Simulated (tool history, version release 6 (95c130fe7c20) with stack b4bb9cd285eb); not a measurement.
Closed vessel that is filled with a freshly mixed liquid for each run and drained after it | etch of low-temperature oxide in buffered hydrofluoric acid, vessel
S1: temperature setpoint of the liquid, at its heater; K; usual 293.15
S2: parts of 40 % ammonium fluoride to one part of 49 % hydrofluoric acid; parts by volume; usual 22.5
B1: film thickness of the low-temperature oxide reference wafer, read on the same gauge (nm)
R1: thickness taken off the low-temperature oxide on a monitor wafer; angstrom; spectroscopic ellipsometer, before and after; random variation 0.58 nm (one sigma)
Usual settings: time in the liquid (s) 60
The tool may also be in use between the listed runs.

Run 1, hour 0: usual settings but S2 26.5 parts by volume, time in the liquid (s) 75; B1 150.02. Result: R1 1149.5 angstrom.
Run 2, hour 102.9: usual settings but S2 26.5 parts by volume, time in the liquid (s) 75; B1 149.98. Result: R1 1123.1 angstrom.
Run 3, hour 145.1: usual settings; B1 149.98. Result: R1 1011 angstrom.
Run 4, hour 231.7: usual settings but S2 27.5 parts by volume; B1 150.01. Result: R1 872.8 angstrom.
Run 5, hour 287.9: usual settings but S2 27.5 parts by volume; B1 149.98. Result: R1 876.6 angstrom.
Run 6, hour 490.1: usual settings but S2 25 parts by volume, time in the liquid (s) 55; B1 149.97. Result: R1 833.5 angstrom.
At hour 548.1: gauge calibrated.
At hour 548.5: hydrofluoric acid flow meter replaced.
Run 7, hour 557: usual settings but S2 29 parts by volume; B1 150.02. Result: R1 849 angstrom.
Run 8, hour 599.7: usual settings but S2 29 parts by volume; B1 149.98. Result: R1 852.2 angstrom.
Run 9, hour 650: usual settings but S2 29 parts by volume; B1 150.02. Result: R1 844 angstrom.
Run 10, hour 692.7: usual settings but S2 16.5 parts by volume; B1 150.02. Result: R1 1312.1 angstrom.
Run 11, hour 769.6: usual settings but S2 16.5 parts by volume; B1 150.03. Result: R1 1307.7 angstrom.
Run 12, hour 854.5: usual settings but S2 16.5 parts by volume; B1 150.01. Result: R1 1287.3 angstrom.
Run 13, hour 923.4: usual settings; B1 149.98. Result: R1 984.3 angstrom.
Run 14, hour 1001.1: usual settings but time in the liquid (s) 80; B1 150.05. Result: R1 1312.6 angstrom.
Run 15, hour 1059.1: usual settings but S2 30 parts by volume, time in the liquid (s) 40; B1 150.01. Result: R1 524.5 angstrom.
Run 16, hour 1153.6: usual settings but time in the liquid (s) 70; B1 149.97. Result: R1 1129.9 angstrom.
Run 17, hour 1260.5: usual settings but S1 294.65 K, time in the liquid (s) 30; B1 150. Result: R1 524.3 angstrom.
Run 18, hour 1356.6: usual settings but S1 297.15 K, S2 20 parts by volume, time in the liquid (s) 80; B1 150.02. Result: R1 1712.3 angstrom.
At hour 1380.6: thermometer replaced.
At hour 1618.7: hydrofluoric acid flow meter replaced.
Run 19, hour 1643.2: usual settings but S1 291.15 K, S2 20 parts by volume, time in the liquid (s) 40; B1 150.02. Result: R1 689.2 angstrom.
Run 20, hour 1691.1: usual settings; B1 149.99. Result: R1 1071.3 angstrom.
Run 21, hour 1735: usual settings; B1 150.01. Result: R1 1055.6 angstrom.
At hour 1764: gauge calibrated.
Run 22, hour 1785.3: usual settings but S1 296.15 K, S2 25.5 parts by volume, time in the liquid (s) 85; B1 149.99. Result: R1 1618.9 angstrom.
Run 23, hour 1850: usual settings but S1 295.15 K, time in the liquid (s) 50; B1 149.99. Result: R1 979.1 angstrom.
Run 24, hour 1927.8: usual settings but S2 16.5 parts by volume; B1 150. Result: R1 1355.6 angstrom.
Run 25, hour 2029.8: usual settings but S2 28 parts by volume, time in the liquid (s) 30; B1 150.02. Result: R1 446.5 angstrom.
Run 26, hour 2096.8: usual settings but S1 291.15 K; B1 149.98. Result: R1 923.7 angstrom.
Run 27, hour 2191.9: usual settings; B1 150. Result: R1 1021.2 angstrom.
Run 28, hour 2270.8: usual settings but S1 290.15 K, S2 28 parts by volume, time in the liquid (s) 85; B1 149.99. Result: R1 1042.5 angstrom.
Run 29, hour 2363.3: usual settings but S1 295.15 K, S2 19.5 parts by volume; B1 150.01. Result: R1 1242.8 angstrom.

Forecast each of these 4 alternatives for the next run:
Run A, hour 2364: usual settings but time in the liquid (s) 35; B1 ?. Result: R1 ?.
Run B, hour 2364: usual settings but S2 26.5 parts by volume, time in the liquid (s) 85; B1 ?. Result: R1 ?.
Run C, hour 2364: usual settings but S1 290.15 K, S2 14 parts by volume, time in the liquid (s) 50; B1 ?. Result: R1 ?.
Run D, hour 2364: usual settings but S1 294.65 K, S2 26 parts by volume, time in the liquid (s) 45; B1 ?. Result: R1 ?.

run      B1      R1
  A  150.02   592.8
  B  150.02  1285.5
  C  150.02  1082.9
  D  150.02   750.4
Without the tool's hidden state the same runs would have given:
run      R1
  A   638.9
  B  1385.7
  C  1187.2
  D   808.5
